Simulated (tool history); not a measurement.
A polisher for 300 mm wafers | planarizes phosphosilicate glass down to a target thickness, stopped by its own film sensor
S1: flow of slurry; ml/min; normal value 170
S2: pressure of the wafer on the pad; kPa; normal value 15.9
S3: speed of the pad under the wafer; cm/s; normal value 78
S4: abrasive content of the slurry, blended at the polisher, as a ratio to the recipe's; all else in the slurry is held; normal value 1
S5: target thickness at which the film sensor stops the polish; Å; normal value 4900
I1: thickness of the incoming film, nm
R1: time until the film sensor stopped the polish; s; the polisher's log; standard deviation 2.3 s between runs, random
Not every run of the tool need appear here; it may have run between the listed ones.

| run | hour | S1 | S2 | S3 | S4 | S5 | I1 | R1 |
|---|---|---|---|---|---|---|---|---|
| 1 | 0 | 170 | 15.9 | 78 | 1 | 4900 | 1205.6 | 170.6 |
|  | 51.2 | conditioning disc replaced and pad reconditioned |
| 2 | 167.2 | 170 | 15.9 | 78 | 1 | 4900 | 1206.9 | 171.2 |
|  | 232.2 | worn pad replaced by a new one |
| 3 | 234.6 | 170 | 15.9 | 78 | 1 | 4900 | 1214.7 | 175.1 |
|  | 290.6 | slurry blender recalibrated |
| 4 | 305.5 | 170 | 15.9 | 78 | 1 | 4900 | 1220.1 | 174.5 |
|  | 357 | conditioning disc replaced and pad reconditioned |
| 5 | 365.1 | 170 | 15.9 | 78 | 1 | 4900 | 1199.7 | 174.6 |
| 6 | 414.9 | 170 | 15.9 | 78 | 1 | 4900 | 1241.6 | 182.8 |
| 7 | 453.3 | 170 | 15.9 | 78 | 1 | 4900 | 1218.4 | 182 |
|  | 601.8 | worn pad replaced by a new one |
|  | 633.9 | slurry nozzle cleaned |
| 8 | 646.2 | 170 | 15.9 | 78 | 1 | 4900 | 1242.3 | 173.4 |
|  | 654.2 | slurry blender recalibrated |
|  | 676.5 | conditioning disc replaced and pad reconditioned |
| 9 | 808 | 170 | 15.9 | 68 | 1 | 4900 | 1228.5 | 198.6 |
|  | 885.1 | head pressure recalibrated |
|  | 990.9 | worn pad replaced by a new one |
| 10 | 991.4 | 170 | 15.9 | 68 | 1 | 4900 | 1207.8 | 194.1 |
|  | 997.1 | slurry blender recalibrated |
|  | 1010.7 | conditioning disc replaced and pad reconditioned |
| 11 | 1075.5 | 170 | 15.9 | 78 | 1 | 2430 | 1228.1 | 244.1 |
| 12 | 1111.5 | 170 | 15.9 | 56 | 1.15 | 4900 | 1223.8 | 211.8 |
| 13 | 1164.1 | 170 | 15.9 | 68 | 1 | 4900 | 1233.1 | 194.7 |
| 14 | 1234.7 | 150 | 18.6 | 96 | 1.25 | 4900 | 1213.8 | 115.8 |
|  | 1286.2 | worn pad replaced by a new one |
| 15 | 1328.1 | 120 | 20.7 | 88 | 1.25 | 4900 | 1221.7 | 116.1 |
|  | 1357 | slurry blender recalibrated |
|  | 1360.8 | conditioning disc replaced and pad reconditioned |
| 16 | 1378.9 | 170 | 15.9 | 100 | 1 | 4900 | 1229.6 | 147.2 |
|  | 1401.6 | slurry nozzle cleaned |
| 17 | 1429.7 | 170 | 15.9 | 78 | 1 | 4900 | 1233.8 | 165 |
| 18 | 1510.5 | 170 | 15.9 | 78 | 1 | 4900 | 1231.6 | 173.8 |
|  | 1583 | worn pad replaced by a new one |
| 19 | 1583.5 | 230 | 18.6 | 64 | 1 | 4040 | 1219.2 | 181.4 |
| 20 | 1652.2 | 170 | 15.9 | 92 | 1.1 | 4900 | 1208.2 | 143.3 |
|  | 1685.1 | slurry blender recalibrated |
|  | 1694.1 | conditioning disc replaced and pad reconditioned |
| 21 | 1699.1 | 170 | 15.9 | 78 | 1 | 5880 | 1221.4 | 150.5 |

State the hidden condition of the tool at each of the runs:
removal rate lost through wear of the pad, %: 0 on each run
deviation of the head's pressure from its setpoint, %: 0 on each run
abrasive missing from the slurry, %: 0 on each run
time polished since the conditioner stopped cutting, s: 0 on each run
H1: slurry flow missing at the pad, %
| run | H1 |
|---|---|
| 1 | 28.4 |
| 2 | 36.2 |
| 3 | 38.2 |
| 4 | 39.9 |
| 5 | 41 |
| 6 | 41.7 |
| 7 | 42.2 |
| 8 | 5.69 |
| 9 | 23.4 |
| 10 | 34.2 |
| 11 | 37.3 |
| 12 | 38.3 |
| 13 | 39.7 |
| 14 | 41.1 |
| 15 | 42.5 |
| 16 | 43 |
| 17 | 4.92 |
| 18 | 14.5 |
| 19 | 21 |
| 20 | 25.8 |
| 21 | 28.5 |
